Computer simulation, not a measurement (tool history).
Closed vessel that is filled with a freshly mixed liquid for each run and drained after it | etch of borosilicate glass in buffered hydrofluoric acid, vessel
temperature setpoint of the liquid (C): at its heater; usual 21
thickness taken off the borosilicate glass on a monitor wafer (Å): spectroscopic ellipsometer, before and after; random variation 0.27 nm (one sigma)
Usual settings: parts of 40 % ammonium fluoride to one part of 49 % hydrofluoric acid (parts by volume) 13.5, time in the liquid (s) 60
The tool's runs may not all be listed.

run	hour	temperature setpoint of the liquid (C)	parts of 40 % ammonium fluoride to one part of 49 % hydrofluoric acid (parts by volume)	time in the liquid (s)	wafers since the last listed run	hours since the thermometer was replaced	hours since the hydrofluoric acid flow meter was replaced	hours since the gauge calibration	read-back film thickness of the borosilicate glass reference wafer, read on the same gauge (nm)	thickness taken off the borosilicate glass on a monitor wafer (Å)
1	0.0	22	13.5	60	0	1809.0	686.1	154.4	49.99	449.0
2	19.1	21	13.5	60	1464	1828.1	705.2	173.5	50.00	432.6
3	32.1	21	13.5	60	996	1841.1	718.2	186.5	50.01	430.5
4	55.7	21	13.5	60	1809	1864.7	741.8	210.1	50.02	425.9
# hour 70.7: gauge calibrated
5	77.9	21	10.0	60	1702	1886.9	764.0	7.2	49.99	569.8
# hour 82.1: thermometer replaced
6	103.3	21	10.0	60	1870	21.2	789.4	32.6	50.06	568.5
# hour 112.9: hydrofluoric acid flow meter replaced
7	118.1	21	13.5	60	1058	36.0	5.2	47.4	49.99	393.1
8	137.0	17	18.0	85	1449	54.9	24.1	66.3	50.01	339.7
# hour 153.6: hydrofluoric acid flow meter replaced, repeated, since the last time left the tool worse
9	156.7	23	15.0	85	1433	74.6	3.1	86.0	50.00	653.8
10	178.9	21	13.5	60	1702	96.8	25.3	108.2	49.96	458.4
11	192.6	23	13.5	75	1050	110.5	39.0	121.9	49.96	643.6
12	205.1	21	11.5	60	958	123.0	51.5	134.4	50.01	539.9
13	217.6	17	16.0	60	958	135.5	64.0	146.9	50.04	310.7

The next listed run, before its measurement:
14	230.8	21	13.5	60	1012	148.7	77.2	160.1	?	?

Run 14 gave read-back film thickness of the borosilicate glass reference wafer, read on the same gauge (nm) 49.96, thickness taken off the borosilicate glass on a monitor wafer (Å) 456.1.
Without the tool's hidden state the same run would have given thickness taken off the borosilicate glass on a monitor wafer (Å) 460.6.
